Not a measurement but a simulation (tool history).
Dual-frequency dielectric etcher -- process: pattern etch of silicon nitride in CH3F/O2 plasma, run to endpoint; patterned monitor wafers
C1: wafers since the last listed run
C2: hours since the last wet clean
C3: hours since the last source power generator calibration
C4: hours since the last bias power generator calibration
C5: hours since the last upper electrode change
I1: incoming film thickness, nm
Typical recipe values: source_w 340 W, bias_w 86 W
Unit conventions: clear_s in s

Run 1, hour 0.0: usual settings; C1 0; C2 345.4; C3 35.9; C4 2817.0; C5 1068.6; I1 62.3. Result: clear_s 60.1 s.
Run 2, hour 70.8: usual settings; C1 323; C2 416.2; C3 106.7; C4 2887.8; C5 1139.4; I1 62.5. Result: clear_s 61.1 s.
Run 3, hour 108.2: usual settings; C1 171; C2 453.6; C3 144.1; C4 2925.2; C5 1176.8; I1 62.0. Result: clear_s 60.4 s.
At hour 173.4: wet clean of the chamber.
Run 4, hour 173.9: usual settings; C1 190; C2 0.5; C3 209.8; C4 2990.9; C5 1242.5; I1 62.7. Result: clear_s 61.2 s.
Run 5, hour 218.6: usual settings; C1 204; C2 45.2; C3 254.5; C4 3035.6; C5 1287.2; I1 62.1. Result: clear_s 60.5 s.
Run 6, hour 285.8: usual settings; C1 307; C2 112.4; C3 321.7; C4 3102.8; C5 1354.4; I1 62.7. Result: clear_s 61.1 s.
Run 7, hour 343.9: usual settings; C1 265; C2 170.5; C3 379.8; C4 3160.9; C5 1412.5; I1 62.3. Result: clear_s 61.6 s.
Run 8, hour 376.4: usual settings; C1 148; C2 203.0; C3 412.3; C4 3193.4; C5 1445.0; I1 62.1. Result: clear_s 61.3 s.
Run 9, hour 525.7: usual settings; C1 682; C2 352.3; C3 561.6; C4 3342.7; C5 1594.3; I1 61.9. Result: clear_s 60.2 s.
Run 10, hour 592.1: usual settings; C1 303; C2 418.7; C3 628.0; C4 3409.1; C5 1660.7; I1 62.1. Result: clear_s 61.2 s.
Run 11, hour 633.7: usual settings; C1 190; C2 460.3; C3 669.6; C4 3450.7; C5 1702.3; I1 61.9. Result: clear_s 60.9 s.
At hour 699.5: wet clean of the chamber.
Run 12, hour 701.4: usual settings; C1 199; C2 1.9; C3 737.3; C4 3518.4; C5 1770.0; I1 61.6. Result: clear_s 60.4 s.
Run 13, hour 732.0: usual settings; C1 139; C2 32.5; C3 767.9; C4 3549.0; C5 1800.6; I1 62.2. Result: clear_s 60.8 s.
Run 14, hour 803.5: usual settings but bias_w 72 W; C1 327; C2 104.0; C3 839.4; C4 3620.5; C5 1872.1; I1 61.7. Result: clear_s 65.9 s.
At hour 862.7: bias power generator calibrated.
Run 15, hour 863.2: usual settings; C1 254; C2 163.7; C3 899.1; C4 0.5; C5 1931.8; I1 61.7. Result: clear_s 61.4 s.
Run 16, hour 916.4: usual settings; C1 243; C2 216.9; C3 952.3; C4 53.7; C5 1985.0; I1 61.5. Result: clear_s 60.4 s.
Run 17, hour 953.5: usual settings but source_w 320 W, bias_w 93 W; C1 169; C2 254.0; C3 989.4; C4 90.8; C5 2022.1; I1 62.3. Result: clear_s 61.7 s.
Run 18, hour 1007.1: usual settings but source_w 310 W, bias_w 95 W; C1 245; C2 307.6; C3 1043.0; C4 144.4; C5 2075.7; I1 61.6. Result: clear_s 60.8 s.
At hour 1078.2: upper electrode replaced.
Run 19, hour 1078.7: usual settings but source_w 270 W; C1 217; C2 379.2; C3 1114.6; C4 216.0; C5 0.5; I1 61.9. Result: clear_s 69.1 s.
Run 20, hour 1152.4: usual settings but source_w 370 W, bias_w 75 W; C1 337; C2 452.9; C3 1188.3; C4 289.7; C5 74.2; I1 61.8. Result: clear_s 62.6 s.
Run 21, hour 1223.0: usual settings but source_w 360 W, bias_w 70 W; C1 322; C2 523.5; C3 1258.9; C4 360.3; C5 144.8; I1 61.6. Result: clear_s 64.3 s.
At hour 1250.7: wet clean of the chamber.
Run 22, hour 1251.2: usual settings but source_w 390 W, bias_w 75 W; C1 19; C2 0.5; C3 1287.1; C4 388.5; C5 173.0; I1 62.1. Result: clear_s 60.4 s.
Run 23, hour 1387.8: usual settings but bias_w 68 W; C1 624; C2 137.1; C3 1423.7; C4 525.1; C5 309.6; I1 62.1. Result: clear_s 68.1 s.
Run 24, hour 1425.7: usual settings but bias_w 73 W; C1 173; C2 175.0; C3 1461.6; C4 563.0; C5 347.5; I1 61.3. Result: clear_s 65.4 s.
Run 25, hour 1488.9: usual settings but bias_w 95 W; C1 289; C2 238.2; C3 1524.8; C4 626.2; C5 410.7; I1 62.1. Result: clear_s 59.6 s.
At hour 1508.2: source power generator calibrated.
Run 26, hour 1517.8: usual settings but source_w 370 W, bias_w 104 W; C1 113; C2 267.1; C3 9.6; C4 655.1; C5 439.6; I1 62.2. Result: clear_s 53.9 s.
Run 27, hour 1581.1: usual settings; C1 289; C2 330.4; C3 72.9; C4 718.4; C5 502.9; I1 62.0. Result: clear_s 60.7 s.
Run 28, hour 1652.7: usual settings but bias_w 64 W; C1 327; C2 402.0; C3 144.5; C4 790.0; C5 574.5; I1 61.7. Result: clear_s 67.4 s.
At hour 1713.7: wet clean of the chamber.
Run 29, hour 1714.2: usual settings but source_w 310 W, bias_w 67 W; C1 171; C2 0.5; C3 206.0; C4 851.5; C5 636.0; I1 61.8. Result: clear_s 70.9 s.
Run 30, hour 1757.6: usual settings but source_w 400 W; C1 198; C2 43.9; C3 249.4; C4 894.9; C5 679.4; I1 61.4. Result: clear_s 55.6 s.
Run 31, hour 1807.5: usual settings; C1 228; C2 93.8; C3 299.3; C4 944.8; C5 729.3; I1 61.8. Result: clear_s 60.3 s.
Run 32, hour 1875.4: usual settings but source_w 320 W; C1 310; C2 161.7; C3 367.2; C4 1012.7; C5 797.2; I1 62.1. Result: clear_s 62.2 s.
Run 33, hour 1907.4: usual settings but source_w 360 W, bias_w 106 W; C1 146; C2 193.7; C3 399.2; C4 1044.7; C5 829.2; I1 61.7. Result: clear_s 54.0 s.
Run 34, hour 1943.6: usual settings but source_w 320 W, bias_w 93 W; C1 165; C2 229.9; C3 435.4; C4 1080.9; C5 865.4; I1 61.7. Result: clear_s 61.0 s.
Run 35, hour 2001.6: usual settings; C1 265; C2 287.9; C3 493.4; C4 1138.9; C5 923.4; I1 62.2. Result: clear_s 61.8 s.

Branching from run 35: 4 alternative next runs. What would each branch give?
Run A, hour 2002.1: usual settings but source_w 370 W; C1 2; C2 288.4; C3 493.9; C4 1139.4; C5 923.9; I1 61.5. Result: clear_s ?.
Run B, hour 2002.1: usual settings but source_w 390 W, bias_w 69 W; C1 2; C2 288.4; C3 493.9; C4 1139.4; C5 923.9; I1 61.5. Result: clear_s ?.
Run C, hour 2002.1: usual settings but source_w 300 W, bias_w 79 W; C1 2; C2 288.4; C3 493.9; C4 1139.4; C5 923.9; I1 61.5. Result: clear_s ?.
Run D, hour 2002.1: usual settings but source_w 380 W, bias_w 92 W; C1 2; C2 288.4; C3 493.9; C4 1139.4; C5 923.9; I1 61.5. Result: clear_s ?.

run  clear_s
  A     58.0
  B     61.8
  C     67.1
  D     55.6
Had the tool no hidden state, the same runs would have come out as:
run  clear_s
  A     57.5
  B     61.2
  C     66.5
  D     55.1

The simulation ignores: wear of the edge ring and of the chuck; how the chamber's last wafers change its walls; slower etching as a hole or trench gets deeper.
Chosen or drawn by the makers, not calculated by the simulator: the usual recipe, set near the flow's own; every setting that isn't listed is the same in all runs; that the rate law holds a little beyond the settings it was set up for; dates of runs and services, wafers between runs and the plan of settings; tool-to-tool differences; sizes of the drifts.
